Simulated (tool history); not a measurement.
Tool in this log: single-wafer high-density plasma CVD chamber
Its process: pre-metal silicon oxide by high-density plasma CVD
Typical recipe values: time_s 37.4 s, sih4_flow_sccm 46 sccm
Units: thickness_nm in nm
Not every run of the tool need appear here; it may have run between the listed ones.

| run | hour | time_s | sih4_flow_sccm | read-back reference wafer on the same gauge, thickness_nm | thickness_nm |
|---|---|---|---|---|---|
| 1 | 0.0 | 37.4 | 46 | 174.055 | 157.102 |
| 2 | 24.0 | 37.4 | 46 | 173.957 | 156.951 |
| 3 | 112.4 | 37.4 | 46 | 174.159 | 157.216 |
| 4 | 140.5 | 37.4 | 46 | 174.019 | 157.213 |
| 5 | 180.9 | 37.4 | 46 | 174.097 | 156.342 |
| 6 | 226.6 | 37.4 | 46 | 174.083 | 157.735 |
| 7 | 279.8 | 37.4 | 46 | 173.906 | 156.874 |
| 8 | 313.2 | 37.4 | 46 | 174.100 | 157.451 |
| 9 | 370.4 | 37.4 | 46 | 173.961 | 157.681 |
| 10 | 438.9 | 37.4 | 46 | 173.918 | 157.119 |
| 11 | 490.8 | 37.4 | 46 | 174.110 | 157.215 |
| 12 | 546.6 | 34.6 | 46 | 174.040 | 145.383 |
| 13 | 613.7 | 35.5 | 43 | 173.962 | 139.495 |
| 14 | 663.6 | 42.7 | 46 | 174.046 | 180.692 |
| 15 | 705.4 | 42.7 | 46 | 174.030 | 180.792 |
| 16 | 776.1 | 42.7 | 46 | 173.949 | 180.286 |
| 17 | 825.5 | 37.4 | 46 | 174.119 | 158.456 |
| 18 | 882.4 | 37.4 | 46 | 173.924 | 158.477 |
| 19 | 939.5 | 37.4 | 46 | 173.940 | 158.236 |
| 20 | 1009.1 | 37.4 | 46 | 173.988 | 157.650 |
| 21 | 1074.2 | 37.4 | 46 | 173.964 | 158.529 |
| 22 | 1275.7 | 37.4 | 46 | 174.053 | 158.809 |
| 23 | 1322.7 | 44.3 | 46 | 173.892 | 187.978 |
| 24 | 1384.9 | 31.1 | 41 | 174.086 | 118.069 |
| 25 | 1436.1 | 42.0 | 43 | 173.975 | 167.125 |
| 26 | 1465.8 | 33.9 | 46 | 174.002 | 144.341 |
| 27 | 1524.5 | 32.9 | 46 | 174.024 | 139.893 |
| 28 | 1563.5 | 40.4 | 46 | 174.044 | 172.042 |
| 29 | 1626.1 | 37.4 | 46 | 173.995 | 159.257 |
| 30 | 1652.7 | 37.4 | 46 | 174.037 | 159.850 |
|  | 1678.0 | gauge calibrated |
| 31 | 1720.1 | 44.8 | 50 | 174.114 | 208.598 |
| 32 | 1789.6 | 37.4 | 46 | 174.073 | 159.835 |
| 33 | 1844.4 | 43.7 | 43 | 174.056 | 174.478 |
| 34 | 1911.9 | 35.2 | 46 | 173.997 | 150.919 |
| 35 | 1963.0 | 37.4 | 46 | 174.128 | 160.458 |
|  | 2020.0 | silane flow controller replaced |
| 36 | 2033.7 | 37.4 | 46 | 174.053 | 155.615 |
| 37 | 2099.0 | 37.4 | 46 | 173.885 | 155.580 |
| 38 | 2136.7 | 30.6 | 49 | 174.013 | 135.305 |
| 39 | 2177.5 | 40.3 | 38 | 173.975 | 138.463 |
| 40 | 2233.3 | 37.4 | 46 | 173.985 | 155.558 |
| 41 | 2340.8 | 37.4 | 42 | 173.957 | 142.562 |
| 42 | 2402.3 | 34.1 | 52 | 174.088 | 161.170 |
| 43 | 2437.1 | 42.9 | 43 | 174.106 | 167.285 |
| 44 | 2501.2 | 37.4 | 46 | 173.983 | 155.674 |
| 45 | 2539.1 | 42.9 | 38 | 174.045 | 147.113 |

List, for all runs, the conditions of the tool that the log does not record:
gauge reads high (%): 0 across all the runs
H1: delivered silane flow above the setpoint (%)
| run | H1 |
|---|---|
| 1 | 1.04 |
| 2 | 1.07 |
| 3 | 1.17 |
| 4 | 1.2 |
| 5 | 1.24 |
| 6 | 1.29 |
| 7 | 1.35 |
| 8 | 1.39 |
| 9 | 1.45 |
| 10 | 1.53 |
| 11 | 1.58 |
| 12 | 1.64 |
| 13 | 1.72 |
| 14 | 1.77 |
| 15 | 1.82 |
| 16 | 1.89 |
| 17 | 1.95 |
| 18 | 2.01 |
| 19 | 2.07 |
| 20 | 2.15 |
| 21 | 2.22 |
| 22 | 2.44 |
| 23 | 2.49 |
| 24 | 2.56 |
| 25 | 2.62 |
| 26 | 2.65 |
| 27 | 2.72 |
| 28 | 2.76 |
| 29 | 2.83 |
| 30 | 2.86 |
| 31 | 2.93 |
| 32 | 3.01 |
| 33 | 3.07 |
| 34 | 3.14 |
| 35 | 3.2 |
| 36 | -0.016 |
| 37 | 0.0556 |
| 38 | 0.0969 |
| 39 | 0.142 |
| 40 | 0.203 |
| 41 | 0.321 |
| 42 | 0.388 |
| 43 | 0.426 |
| 44 | 0.497 |
| 45 | 0.538 |
